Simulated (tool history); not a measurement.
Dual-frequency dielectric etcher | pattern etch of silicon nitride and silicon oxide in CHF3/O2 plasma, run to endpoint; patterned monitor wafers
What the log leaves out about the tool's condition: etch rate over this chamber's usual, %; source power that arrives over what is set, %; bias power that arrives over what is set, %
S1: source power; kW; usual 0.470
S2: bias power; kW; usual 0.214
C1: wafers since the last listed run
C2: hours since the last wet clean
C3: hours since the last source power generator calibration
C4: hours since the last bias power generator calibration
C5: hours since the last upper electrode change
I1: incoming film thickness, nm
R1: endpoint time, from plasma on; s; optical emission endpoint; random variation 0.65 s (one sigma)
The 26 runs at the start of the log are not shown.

Run 27, hour 1907.5: usual settings but S1 0.370 kW, S2 0.163 kW; C1 585; C2 316.5; C3 736.8; C4 116.7; C5 404.1; I1 173.8. Result: R1 150.3 s.
Run 28, hour 1998.0: usual settings but S1 0.540 kW, S2 0.237 kW; C1 847; C2 407.0; C3 827.3; C4 207.2; C5 494.6; I1 173.6. Result: R1 105.2 s.
At hour 2144.1: wet clean of the chamber.
Run 29, hour 2149.1: usual settings but S1 0.510 kW; C1 1190; C2 5.0; C3 978.4; C4 358.3; C5 645.7; I1 173.7. Result: R1 111.3 s.
Run 30, hour 2214.8: usual settings but S1 0.570 kW, S2 0.170 kW; C1 615; C2 70.7; C3 1044.1; C4 424.0; C5 711.4; I1 175.5. Result: R1 115.0 s.
Run 31, hour 2268.7: usual settings; C1 504; C2 124.6; C3 1098.0; C4 477.9; C5 765.3; I1 172.7. Result: R1 117.2 s.
Run 32, hour 2306.1: usual settings; C1 350; C2 162.0; C3 1135.4; C4 515.3; C5 802.7; I1 173.9. Result: R1 118.6 s.
Run 33, hour 2405.0: usual settings; C1 926; C2 260.9; C3 1234.3; C4 614.2; C5 901.6; I1 172.5. Result: R1 118.3 s.
Run 34, hour 2470.1: usual settings but S1 0.380 kW; C1 609; C2 326.0; C3 1299.4; C4 679.3; C5 966.7; I1 172.3. Result: R1 134.1 s.
Run 35, hour 2539.4: usual settings but S1 0.430 kW, S2 0.183 kW; C1 648; C2 395.3; C3 1368.7; C4 748.6; C5 1036.0; I1 173.8. Result: R1 132.1 s.
Run 36, hour 2614.0: usual settings but S1 0.500 kW; C1 698; C2 469.9; C3 1443.3; C4 823.2; C5 1110.6; I1 172.8. Result: R1 113.1 s.

Below are 3 alternative next runs, each starting from the tool's condition after run 36. Predict each:
Run A, hour 2614.5: usual settings but S1 0.410 kW; C1 4; C2 470.4; C3 1443.8; C4 823.7; C5 1111.1; I1 173.2. Result: R1 ?.
Run B, hour 2614.5: usual settings but S2 0.189 kW; C1 4; C2 470.4; C3 1443.8; C4 823.7; C5 1111.1; I1 173.2. Result: R1 ?.
Run C, hour 2614.5: usual settings but S1 0.390 kW, S2 0.170 kW; C1 4; C2 470.4; C3 1443.8; C4 823.7; C5 1111.1; I1 173.2. Result: R1 ?.

run     R1
  A  127.1
  B  121.2
  C  141.4
Stripped of hidden state, with their random variation kept, the same runs would have yielded:
run     R1
  A  124.4
  B  118.6
  C  138.4
